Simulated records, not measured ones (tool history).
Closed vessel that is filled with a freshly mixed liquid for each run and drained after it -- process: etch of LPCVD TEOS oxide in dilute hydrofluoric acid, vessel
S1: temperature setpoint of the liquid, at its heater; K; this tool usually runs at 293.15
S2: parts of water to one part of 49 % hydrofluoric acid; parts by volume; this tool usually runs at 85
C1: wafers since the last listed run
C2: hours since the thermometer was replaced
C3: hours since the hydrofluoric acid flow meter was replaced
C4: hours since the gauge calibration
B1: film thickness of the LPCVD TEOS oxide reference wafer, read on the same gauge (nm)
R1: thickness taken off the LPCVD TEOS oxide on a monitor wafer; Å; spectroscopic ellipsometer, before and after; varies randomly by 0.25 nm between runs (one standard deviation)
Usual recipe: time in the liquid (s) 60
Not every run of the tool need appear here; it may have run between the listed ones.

{"run": 1, "hour": 0.0, "S1": 293.15, "S2": 85, "time in the liquid (s)": 60, "C1": 0, "C2": 686.4, "C3": 1371.2, "C4": 318.4, "B1": 130.02, "R1": 328.9}
{"run": 2, "hour": 51.1, "S1": 293.15, "S2": 85, "time in the liquid (s)": 60, "C1": 5369, "C2": 737.5, "C3": 1422.3, "C4": 369.5, "B1": 129.99, "R1": 328.5}
{"run": 3, "hour": 155.1, "S1": 293.15, "S2": 85, "time in the liquid (s)": 60, "C1": 10927, "C2": 841.5, "C3": 1526.3, "C4": 473.5, "B1": 129.99, "R1": 326.9}
{"run": 4, "hour": 222.9, "S1": 293.15, "S2": 115, "time in the liquid (s)": 60, "C1": 7123, "C2": 909.3, "C3": 1594.1, "C4": 541.3, "B1": 129.99, "R1": 231.0}
{"run": 5, "hour": 307.2, "S1": 293.15, "S2": 85, "time in the liquid (s)": 60, "C1": 8857, "C2": 993.6, "C3": 1678.4, "C4": 625.6, "B1": 129.98, "R1": 323.3}
{"run": 6, "hour": 353.9, "S1": 293.15, "S2": 85, "time in the liquid (s)": 60, "C1": 4906, "C2": 1040.3, "C3": 1725.1, "C4": 672.3, "B1": 130.01, "R1": 320.2}
{"hour": 369.8, "done": "thermometer replaced"}
{"run": 7, "hour": 397.2, "S1": 293.15, "S2": 85, "time in the liquid (s)": 60, "C1": 4444, "C2": 27.4, "C3": 1768.4, "C4": 715.6, "B1": 129.98, "R1": 336.7}
{"run": 8, "hour": 477.1, "S1": 290.15, "S2": 85, "time in the liquid (s)": 75, "C1": 8395, "C2": 107.3, "C3": 1848.3, "C4": 795.5, "B1": 130.0, "R1": 368.2}
{"run": 9, "hour": 560.5, "S1": 290.15, "S2": 85, "time in the liquid (s)": 75, "C1": 8762, "C2": 190.7, "C3": 1931.7, "C4": 878.9, "B1": 130.01, "R1": 364.0}
{"hour": 608.7, "done": "hydrofluoric acid flow meter replaced"}
{"run": 10, "hour": 660.4, "S1": 290.15, "S2": 85, "time in the liquid (s)": 75, "C1": 10391, "C2": 290.6, "C3": 51.7, "C4": 978.8, "B1": 130.03, "R1": 368.5}
{"run": 11, "hour": 715.9, "S1": 293.15, "S2": 85, "time in the liquid (s)": 60, "C1": 5831, "C2": 346.1, "C3": 107.2, "C4": 1034.3, "B1": 129.98, "R1": 329.4}
{"run": 12, "hour": 756.4, "S1": 293.15, "S2": 85, "time in the liquid (s)": 60, "C1": 4255, "C2": 386.6, "C3": 147.7, "C4": 1074.8, "B1": 130.01, "R1": 330.0}
{"run": 13, "hour": 861.9, "S1": 297.65, "S2": 125, "time in the liquid (s)": 80, "C1": 11085, "C2": 492.1, "C3": 253.2, "C4": 1180.3, "B1": 130.0, "R1": 341.5}
{"run": 14, "hour": 942.3, "S1": 291.65, "S2": 85, "time in the liquid (s)": 30, "C1": 8447, "C2": 572.5, "C3": 333.6, "C4": 1260.7, "B1": 129.99, "R1": 152.9}
{"run": 15, "hour": 1034.5, "S1": 290.15, "S2": 85, "time in the liquid (s)": 75, "C1": 9687, "C2": 664.7, "C3": 425.8, "C4": 1352.9, "B1": 130.03, "R1": 362.8}
{"run": 16, "hour": 1110.8, "S1": 290.15, "S2": 105, "time in the liquid (s)": 90, "C1": 8016, "C2": 741.0, "C3": 502.1, "C4": 1429.2, "B1": 130.0, "R1": 346.4}
{"hour": 1136.7, "done": "gauge calibrated"}
{"run": 17, "hour": 1192.2, "S1": 295.65, "S2": 85, "time in the liquid (s)": 75, "C1": 8552, "C2": 822.4, "C3": 583.5, "C4": 55.5, "B1": 130.05, "R1": 447.5}
{"run": 18, "hour": 1245.4, "S1": 293.15, "S2": 115, "time in the liquid (s)": 90, "C1": 5589, "C2": 875.6, "C3": 636.7, "C4": 108.7, "B1": 130.03, "R1": 348.2}
{"hour": 1249.4, "done": "thermometer replaced"}
{"run": 19, "hour": 1288.6, "S1": 293.15, "S2": 105, "time in the liquid (s)": 30, "C1": 4434, "C2": 39.2, "C3": 679.9, "C4": 151.9, "B1": 130.0, "R1": 133.6}
{"run": 20, "hour": 1380.4, "S1": 293.15, "S2": 85, "time in the liquid (s)": 60, "C1": 9645, "C2": 131.0, "C3": 771.7, "C4": 243.7, "B1": 129.99, "R1": 336.7}
{"run": 21, "hour": 1423.8, "S1": 295.65, "S2": 110, "time in the liquid (s)": 30, "C1": 4560, "C2": 174.4, "C3": 815.1, "C4": 287.1, "B1": 129.95, "R1": 139.7}
{"run": 22, "hour": 1623.7, "S1": 297.65, "S2": 120, "time in the liquid (s)": 60, "C1": 21003, "C2": 374.3, "C3": 1015.0, "C4": 487.0, "B1": 130.0, "R1": 272.0}

Forecast each of these 3 alternatives for the next run:
{"run": "A", "hour": 1624.4, "S1": 293.15, "S2": 85, "time in the liquid (s)": 60, "C1": 73, "C2": 375.0, "C3": 1015.7, "C4": 487.7, "B1": "?", "R1": "?"}
{"run": "B", "hour": 1624.4, "S1": 296.65, "S2": 50, "time in the liquid (s)": 75, "C1": 73, "C2": 375.0, "C3": 1015.7, "C4": 487.7, "B1": "?", "R1": "?"}
{"run": "C", "hour": 1624.4, "S1": 294.65, "S2": 55, "time in the liquid (s)": 30, "C1": 73, "C2": 375.0, "C3": 1015.7, "C4": 487.7, "B1": "?", "R1": "?"}

run=A B1=130.04 R1=332.8
run=B B1=130.04 R1=853.2
run=C B1=130.04 R1=283.6
With the hidden condition removed and each run's random variation left untouched, the same runs would have given:
run=A R1=339.6
run=B R1=870.6
run=C R1=289.5
